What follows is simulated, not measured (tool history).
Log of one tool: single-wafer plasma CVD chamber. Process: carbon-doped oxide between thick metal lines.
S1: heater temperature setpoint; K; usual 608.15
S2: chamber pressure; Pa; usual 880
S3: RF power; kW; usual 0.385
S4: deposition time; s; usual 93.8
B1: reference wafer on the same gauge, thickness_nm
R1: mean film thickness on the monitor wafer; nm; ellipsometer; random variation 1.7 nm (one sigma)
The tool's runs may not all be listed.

run   hour      S1    S2     S3     S4       B1       R1
  1      0  608.15   880  0.385   93.8  449.849  440.009
      14.7  -- showerhead replaced
  2   15.2  608.15   880  0.385   93.8  450.193  437.924
  3   15.5  608.15   880  0.385   93.8  450.258  437.891
  4   31.6  608.15   929  0.385   93.8  449.779   438.45
      41.6  -- gauge calibrated
  5   46.8  608.15   880  0.385   93.8  450.145  438.469
  6   58.9  608.15   880  0.385   93.8  449.916  437.024
  7   65.9  608.15   880  0.385   93.8  450.462  438.976
  8   73.8  608.15   880  0.385   93.8  450.158  434.967
  9   85.6  617.15   880   0.44   93.8  449.807  470.554
     100.9  -- capacitance manometer re-zeroed and calibrated
 10  101.8  595.15   769  0.385   93.8  449.859   450.52
 11  111.4  621.15   880   0.31   93.8   450.15   343.24
 12  125.6  608.15  1055  0.385   93.8  449.764   437.89
 13  141.3  608.15   880  0.385   93.8  450.002    433.9
 14  153.6  608.15   880  0.455  102.2  449.857  540.914
     164.3  -- thermocouple changed; heater temperature recalibrated
 15  164.8  608.15   711  0.385   75.4  450.051  342.863
 16  167.4  621.15   720  0.385   93.8  450.023  406.687
     178.5  -- RF generator calibrated
 17  179.8  608.15   880  0.355  111.3  450.108  517.966
 18  186.1  608.15   880  0.385   93.8   450.24  466.029

Run 19 comes next. What will it give?
 19  196.2  619.15  712  0.33  93.8   ?   ?

{"run 19": {"B1": 450.642, "R1": 387.565}}
Without the tool's hidden state the same run would have given R1 389.35 nm.

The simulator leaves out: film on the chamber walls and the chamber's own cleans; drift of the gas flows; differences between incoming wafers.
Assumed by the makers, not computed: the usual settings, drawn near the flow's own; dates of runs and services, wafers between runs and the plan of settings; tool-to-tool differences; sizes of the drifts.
